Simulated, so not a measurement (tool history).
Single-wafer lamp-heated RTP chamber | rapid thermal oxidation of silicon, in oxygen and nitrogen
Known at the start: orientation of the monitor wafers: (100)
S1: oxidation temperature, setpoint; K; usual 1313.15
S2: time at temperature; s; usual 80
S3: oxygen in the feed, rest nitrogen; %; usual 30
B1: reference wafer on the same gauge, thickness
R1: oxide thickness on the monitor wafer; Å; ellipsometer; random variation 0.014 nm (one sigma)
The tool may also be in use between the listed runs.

run	hour	S1	S2	S3	B1	R1
1	0.0	1313.15	59	30	4.871	53.57
2	81.8	1313.15	59	30	4.870	53.42
3	167.1	1313.15	59	30	4.870	53.38
4	256.3	1313.15	80	30	4.871	61.03
5	354.0	1313.15	80	30	4.869	61.10
6	401.5	1330.15	80	30	4.868	68.70
# hour 490.4: pyrometer window cleaned and pyrometer calibrated
7	508.3	1330.15	80	30	4.869	68.27
8	578.8	1313.15	80	30	4.871	60.69
9	636.1	1313.15	80	30	4.870	60.83
# hour 670.0: oxygen flow controller replaced
10	716.8	1313.15	80	30	4.869	60.65
11	821.4	1299.15	80	17	4.868	46.00
# hour 868.0: gauge calibrated
12	880.1	1313.15	80	30	4.868	60.59
13	916.3	1313.15	42	17	4.875	38.79
14	977.8	1313.15	44	17	4.871	39.52
15	1072.4	1313.15	80	30	4.869	61.06
# hour 1224.8: pyrometer window cleaned and pyrometer calibrated
16	1291.9	1313.15	50	30	4.868	49.70
17	1360.4	1313.15	61	17	4.868	44.83
18	1431.2	1284.15	99	30	4.870	54.55
19	1524.2	1328.15	107	48	4.872	90.36
20	1666.6	1305.15	80	56	4.872	71.56

What the log doesn't show, run by run:
deviation of the oxygen flow from its setpoint, %: 0 in every run
gauge reads high (%): 0 in every run
H1: true wafer temperature minus pyrometer reading, K
run	H1
1	0.765
2	0.917
3	1.08
4	1.24
5	1.42
6	1.51
7	0.0752
8	0.206
9	0.313
10	0.462
11	0.657
12	0.766
13	0.833
14	0.947
15	1.12
16	0.151
17	0.279
18	0.41
19	0.583
20	0.847
